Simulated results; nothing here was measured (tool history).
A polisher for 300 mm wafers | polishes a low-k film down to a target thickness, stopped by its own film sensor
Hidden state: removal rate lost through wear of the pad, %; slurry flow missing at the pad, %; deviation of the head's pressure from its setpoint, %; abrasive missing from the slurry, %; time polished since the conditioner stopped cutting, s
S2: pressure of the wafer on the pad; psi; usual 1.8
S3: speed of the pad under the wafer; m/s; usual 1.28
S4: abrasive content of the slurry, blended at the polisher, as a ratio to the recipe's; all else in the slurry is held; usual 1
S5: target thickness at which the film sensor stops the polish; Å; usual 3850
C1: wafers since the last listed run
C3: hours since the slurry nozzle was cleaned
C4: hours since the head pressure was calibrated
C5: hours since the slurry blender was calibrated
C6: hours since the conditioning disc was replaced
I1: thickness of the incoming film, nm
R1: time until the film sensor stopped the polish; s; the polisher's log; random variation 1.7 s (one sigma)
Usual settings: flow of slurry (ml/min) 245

run 1 day=0 | flow_of_slurry_(ml/min)=245 S2=1.8 S3=1.28 S4=1 S5=3850 | C1=0 wafers_polished_on_this_pad=2532 C3=85.1 C4=1066.8 C5=137 C6=137.4 | I1=433.9 | R1=124.8
-- day=1.692 worn pad replaced by a new one
run 2 day=4.083 | flow_of_slurry_(ml/min)=245 S2=1.8 S3=1.28 S4=1 S5=3850 | C1=648 wafers_polished_on_this_pad=395 C3=183.1 C4=1164.8 C5=235 C6=235.4 | I1=437.4 | R1=138.3
-- day=4.812 head pressure recalibrated
run 3 day=7.579 | flow_of_slurry_(ml/min)=245 S2=1.9 S3=1.28 S4=1 S5=3850 | C1=564 wafers_polished_on_this_pad=960 C3=267 C4=66.4 C5=318.9 C6=319.3 | I1=441 | R1=142.6
run 4 day=10.246 | flow_of_slurry_(ml/min)=245 S2=1.9 S3=1.28 S4=1 S5=3850 | C1=441 wafers_polished_on_this_pad=1401 C3=331 C4=130.4 C5=382.9 C6=383.3 | I1=437.2 | R1=132.4
-- day=10.446 slurry blender recalibrated
-- day=12.321 slurry nozzle cleaned
run 5 day=14.65 | flow_of_slurry_(ml/min)=245 S2=1.9 S3=1.28 S4=1 S5=3850 | C1=708 wafers_polished_on_this_pad=2110 C3=55.9 C4=236.1 C5=100.9 C6=489 | I1=438.9 | R1=136
-- day=14.762 conditioning disc replaced and pad reconditioned
-- day=19.471 worn pad replaced by a new one
run 6 day=24.267 | flow_of_slurry_(ml/min)=245 S2=1.8 S3=1.28 S4=1.2 S5=3850 | C1=1550 wafers_polished_on_this_pad=794 C3=286.7 C4=466.9 C5=331.7 C6=228.1 | I1=440 | R1=131.9
run 7 day=27.962 | flow_of_slurry_(ml/min)=245 S2=1.8 S3=1.28 S4=1.2 S5=3850 | C1=611 wafers_polished_on_this_pad=1405 C3=375.4 C4=555.6 C5=420.4 C6=316.8 | I1=435.2 | R1=121.1
-- day=30.788 slurry nozzle cleaned
-- day=31.175 slurry blender recalibrated
run 8 day=31.196 | flow_of_slurry_(ml/min)=245 S2=1.8 S3=1.28 S4=1.2 S5=3850 | C1=514 wafers_polished_on_this_pad=1920 C3=9.8 C4=633.2 C5=0.5 C6=394.4 | I1=437.1 | R1=127.6
-- day=35.1 conditioning disc replaced and pad reconditioned
run 9 day=35.45 | flow_of_slurry_(ml/min)=245 S2=1.8 S3=1.28 S4=1 S5=3850 | C1=690 wafers_polished_on_this_pad=2610 C3=111.9 C4=735.3 C5=102.6 C6=8.4 | I1=442 | R1=134.2
run 10 day=37.308 | flow_of_slurry_(ml/min)=245 S2=1.8 S3=1.28 S4=1 S5=3850 | C1=307 wafers_polished_on_this_pad=2918 C3=156.5 C4=779.9 C5=147.2 C6=53 | I1=432.9 | R1=120.3
run 11 day=39.404 | flow_of_slurry_(ml/min)=245 S2=1.8 S3=1.28 S4=1 S5=3850 | C1=346 wafers_polished_on_this_pad=3265 C3=206.8 C4=830.2 C5=197.5 C6=103.3 | I1=432.5 | R1=119.2
-- day=40.896 worn pad replaced by a new one
run 12 day=43.375 | flow_of_slurry_(ml/min)=245 S2=1.8 S3=1.28 S4=1 S5=3850 | C1=629 wafers_polished_on_this_pad=410 C3=302.1 C4=925.5 C5=292.8 C6=198.6 | I1=439.7 | R1=141.3
run 13 day=46.196 | flow_of_slurry_(ml/min)=245 S2=1.8 S3=1.28 S4=1 S5=3850 | C1=466 wafers_polished_on_this_pad=877 C3=369.8 C4=993.2 C5=360.5 C6=266.3 | I1=441.9 | R1=149.5
-- day=48.446 slurry blender recalibrated
-- day=49.392 slurry nozzle cleaned
run 14 day=50.362 | flow_of_slurry_(ml/min)=190 S2=2.3 S3=1.06 S4=1 S5=4000 | C1=669 wafers_polished_on_this_pad=1546 C3=23.3 C4=1093.2 C5=46 C6=366.3 | I1=439.7 | R1=98.3
run 15 day=52.6 | flow_of_slurry_(ml/min)=245 S2=1.8 S3=1.28 S4=1 S5=3850 | C1=370 wafers_polished_on_this_pad=1916 C3=77 C4=1146.9 C5=99.7 C6=420 | I1=442.1 | R1=152.5
-- day=53.979 head pressure recalibrated
run 16 day=54.167 | flow_of_slurry_(ml/min)=245 S2=1.8 S3=1.28 S4=1 S5=3740 | C1=245 wafers_polished_on_this_pad=2162 C3=114.6 C4=4.5 C5=137.3 C6=457.6 | I1=440.6 | R1=182.3
-- day=55.275 conditioning disc replaced and pad reconditioned
run 17 day=56.85 | flow_of_slurry_(ml/min)=245 S2=1.8 S3=1.28 S4=1 S5=3850 | C1=430 wafers_polished_on_this_pad=2592 C3=179 C4=68.9 C5=201.7 C6=37.8 | I1=436.1 | R1=121.8
-- day=60.538 worn pad replaced by a new one
run 18 day=60.925 | flow_of_slurry_(ml/min)=205 S2=1.3 S3=1.28 S4=1 S5=3850 | C1=646 wafers_polished_on_this_pad=64 C3=276.8 C4=166.7 C5=299.5 C6=135.6 | I1=435.3 | R1=176.6
run 19 day=64.708 | flow_of_slurry_(ml/min)=245 S2=1.3 S3=0.86 S4=1 S5=3850 | C1=626 wafers_polished_on_this_pad=690 C3=367.6 C4=257.5 C5=390.3 C6=226.4 | I1=434.3 | R1=235.8
-- day=65.821 slurry blender recalibrated
-- day=66.95 slurry nozzle cleaned
run 20 day=67.583 | flow_of_slurry_(ml/min)=215 S2=1.8 S3=0.88 S4=0.9 S5=3850 | C1=455 wafers_polished_on_this_pad=1145 C3=15.2 C4=326.5 C5=42.3 C6=295.4 | I1=441.2 | R1=203.7
run 21 day=71.712 | flow_of_slurry_(ml/min)=200 S2=1.2 S3=1.28 S4=1.25 S5=3750 | C1=683 wafers_polished_on_this_pad=1829 C3=114.3 C4=425.6 C5=141.4 C6=394.5 | I1=443.6 | R1=246.4
-- day=73.458 conditioning disc replaced and pad reconditioned
run 22 day=75.346 | flow_of_slurry_(ml/min)=290 S2=1.8 S3=1.28 S4=1 S5=3850 | C1=587 wafers_polished_on_this_pad=2417 C3=201.5 C4=512.8 C5=228.6 C6=45.3 | I1=440.5 | R1=134
run 23 day=77.992 | flow_of_slurry_(ml/min)=245 S2=1.3 S3=1.28 S4=1 S5=3850 | C1=437 wafers_polished_on_this_pad=2855 C3=265 C4=576.3 C5=292.1 C6=108.8 | I1=441.6 | R1=198
-- day=79.138 worn pad replaced by a new one
run 24 day=80.762 | flow_of_slurry_(ml/min)=245 S2=1.8 S3=1.28 S4=1 S5=3850 | C1=431 wafers_polished_on_this_pad=269 C3=331.5 C4=642.8 C5=358.6 C6=175.3 | I1=433.7 | R1=127.6

Hidden state or all else? Some run-to-run changes of R1, split into what the settings, what came in and random variation would give without the hidden state, and what is left for the hidden state (with any gauge scatter that isn't in both results):
Run 16 -> 17: S5 3740 -> 3850, conditioning disc replaced and pad reconditioned. R1 -60.5 s: hidden state -18.4, all else -42.1.
Run 21 -> 22: flow of slurry (ml/min) 200 -> 290, S2 1.2 -> 1.8, S4 1.25 -> 1, S5 3750 -> 3850, conditioning disc replaced and pad reconditioned. R1 -112.4 s: hidden state -19.6, all else -92.8.
Run 23 -> 24: S2 1.3 -> 1.8, worn pad replaced by a new one. R1 -70.4 s: hidden state +0.4, all else -70.8.
